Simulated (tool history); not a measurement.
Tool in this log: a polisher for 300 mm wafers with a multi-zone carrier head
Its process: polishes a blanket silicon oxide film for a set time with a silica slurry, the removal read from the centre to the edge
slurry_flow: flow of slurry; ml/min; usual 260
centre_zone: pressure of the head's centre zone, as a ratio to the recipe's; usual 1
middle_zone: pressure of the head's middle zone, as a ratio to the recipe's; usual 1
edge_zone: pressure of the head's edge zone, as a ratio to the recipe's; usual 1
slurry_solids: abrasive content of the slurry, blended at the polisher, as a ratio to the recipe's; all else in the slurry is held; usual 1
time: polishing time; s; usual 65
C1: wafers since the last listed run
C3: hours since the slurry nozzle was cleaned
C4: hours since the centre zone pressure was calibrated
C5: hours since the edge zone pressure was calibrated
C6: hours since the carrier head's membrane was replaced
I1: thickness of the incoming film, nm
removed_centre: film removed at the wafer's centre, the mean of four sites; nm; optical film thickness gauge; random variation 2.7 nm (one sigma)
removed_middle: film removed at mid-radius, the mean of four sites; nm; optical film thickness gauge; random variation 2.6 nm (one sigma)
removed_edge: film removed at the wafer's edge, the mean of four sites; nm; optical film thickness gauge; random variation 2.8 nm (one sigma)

run 1 hour=0 | slurry_flow=260 centre_zone=1 middle_zone=1 edge_zone=1 slurry_solids=1 time=65 | C1=0 wafers_polished_on_this_pad=645 C3=339.1 C4=1493.3 C5=503 C6=1667.3 | I1=1471.1 | removed_centre=184.9 removed_middle=177.1 removed_edge=180.8
run 2 hour=8.6 | slurry_flow=260 centre_zone=1 middle_zone=1 edge_zone=1 slurry_solids=1 time=65 | C1=100 wafers_polished_on_this_pad=746 C3=347.7 C4=1501.9 C5=511.6 C6=1675.9 | I1=1485.5 | removed_centre=181 removed_middle=178.8 removed_edge=180.5
-- hour=16.6 carrier head's membrane replaced by a new one
-- hour=21.7 slurry nozzle cleaned
-- hour=29.7 edge zone pressure recalibrated
-- hour=47.3 worn pad replaced by a new one
run 3 hour=61.8 | slurry_flow=260 centre_zone=1 middle_zone=1 edge_zone=0.88 slurry_solids=1 time=73 | C1=482 wafers_polished_on_this_pad=170 C3=40.1 C4=1555.1 C5=32.1 C6=45.2 | I1=1474.4 | removed_centre=216.6 removed_middle=204.6 removed_edge=199.2
run 4 hour=76.8 | slurry_flow=260 centre_zone=1 middle_zone=1 edge_zone=1 slurry_solids=0.85 time=55 | C1=175 wafers_polished_on_this_pad=345 C3=55.1 C4=1570.1 C5=47.1 C6=60.2 | I1=1483.8 | removed_centre=136.8 removed_middle=132.9 removed_edge=139.2
run 5 hour=85.7 | slurry_flow=260 centre_zone=1 middle_zone=1 edge_zone=1 slurry_solids=1 time=58 | C1=104 wafers_polished_on_this_pad=449 C3=64 C4=1579 C5=56 C6=69.1 | I1=1500.9 | removed_centre=164 removed_middle=162.1 removed_edge=161.2
run 6 hour=94.6 | slurry_flow=260 centre_zone=1 middle_zone=1 edge_zone=1.07 slurry_solids=1.1 time=42 | C1=104 wafers_polished_on_this_pad=553 C3=72.9 C4=1587.9 C5=64.9 C6=78 | I1=1497.1 | removed_centre=125.4 removed_middle=124 removed_edge=128.9
run 7 hour=106.8 | slurry_flow=260 centre_zone=1 middle_zone=1 edge_zone=1 slurry_solids=1 time=65 | C1=142 wafers_polished_on_this_pad=696 C3=85.1 C4=1600.1 C5=77.1 C6=90.2 | I1=1473.3 | removed_centre=176.4 removed_middle=177.4 removed_edge=179.9
run 8 hour=124.7 | slurry_flow=260 centre_zone=1.08 middle_zone=1 edge_zone=0.95 slurry_solids=1 time=65 | C1=209 wafers_polished_on_this_pad=906 C3=103 C4=1618 C5=95 C6=108.1 | I1=1454.9 | removed_centre=185.9 removed_middle=175.9 removed_edge=174.7
-- hour=131.6 centre zone pressure recalibrated
run 9 hour=133.5 | slurry_flow=260 centre_zone=1 middle_zone=1 edge_zone=1 slurry_solids=1 time=55 | C1=79 wafers_polished_on_this_pad=985 C3=111.8 C4=1.9 C5=103.8 C6=116.9 | I1=1465.6 | removed_centre=147.1 removed_middle=147.9 removed_edge=150.2
-- hour=181 worn pad replaced by a new one
run 10 hour=182.2 | slurry_flow=290 centre_zone=1 middle_zone=1 edge_zone=1 slurry_solids=1 time=47 | C1=523 wafers_polished_on_this_pad=13 C3=160.5 C4=50.6 C5=152.5 C6=165.6 | I1=1492 | removed_centre=138.1 removed_middle=136.3 removed_edge=140.4
run 11 hour=199.6 | slurry_flow=335 centre_zone=1 middle_zone=1 edge_zone=1 slurry_solids=1 time=65 | C1=203 wafers_polished_on_this_pad=217 C3=177.9 C4=68 C5=169.9 C6=183 | I1=1453.6 | removed_centre=190 removed_middle=187.1 removed_edge=191.6
run 12 hour=213.6 | slurry_flow=260 centre_zone=1 middle_zone=1 edge_zone=1 slurry_solids=1 time=65 | C1=163 wafers_polished_on_this_pad=381 C3=191.9 C4=82 C5=183.9 C6=197 | I1=1476.8 | removed_centre=184.9 removed_middle=180.5 removed_edge=183
run 13 hour=222.7 | slurry_flow=260 centre_zone=1 middle_zone=0.9 edge_zone=1.05 slurry_solids=0.85 time=50 | C1=106 wafers_polished_on_this_pad=487 C3=201 C4=91.1 C5=193 C6=206.1 | I1=1476.5 | removed_centre=127.1 removed_middle=110.8 removed_edge=127.3
run 14 hour=229.7 | slurry_flow=260 centre_zone=1 middle_zone=1 edge_zone=1 slurry_solids=1 time=65 | C1=81 wafers_polished_on_this_pad=569 C3=208 C4=98.1 C5=200 C6=213.1 | I1=1453.2 | removed_centre=181.5 removed_middle=176.1 removed_edge=181.8
run 15 hour=235.8 | slurry_flow=260 centre_zone=1 middle_zone=1 edge_zone=1 slurry_solids=1 time=51 | C1=71 wafers_polished_on_this_pad=641 C3=214.1 C4=104.2 C5=206.1 C6=219.2 | I1=1461.9 | removed_centre=139.2 removed_middle=141 removed_edge=140.4

Run 16 is up next; what results do you expect?
run 16 hour=253.5 | slurry_flow=260 centre_zone=1 middle_zone=1 edge_zone=1 slurry_solids=1 time=65 | C1=207 wafers_polished_on_this_pad=848 C3=231.8 C4=121.9 C5=223.8 C6=236.9 | I1=1458 | removed_centre=? removed_middle=? removed_edge=?

For run 16 the tool returned removed_centre 179.9 nm, removed_middle 176.9 nm, removed_edge 183.1 nm.
Take away the tool's hidden state, keep the run-to-run variation as it was, and the same run would have given removed_centre 192.7 nm, removed_middle 189.6 nm, removed_edge 196.2 nm.
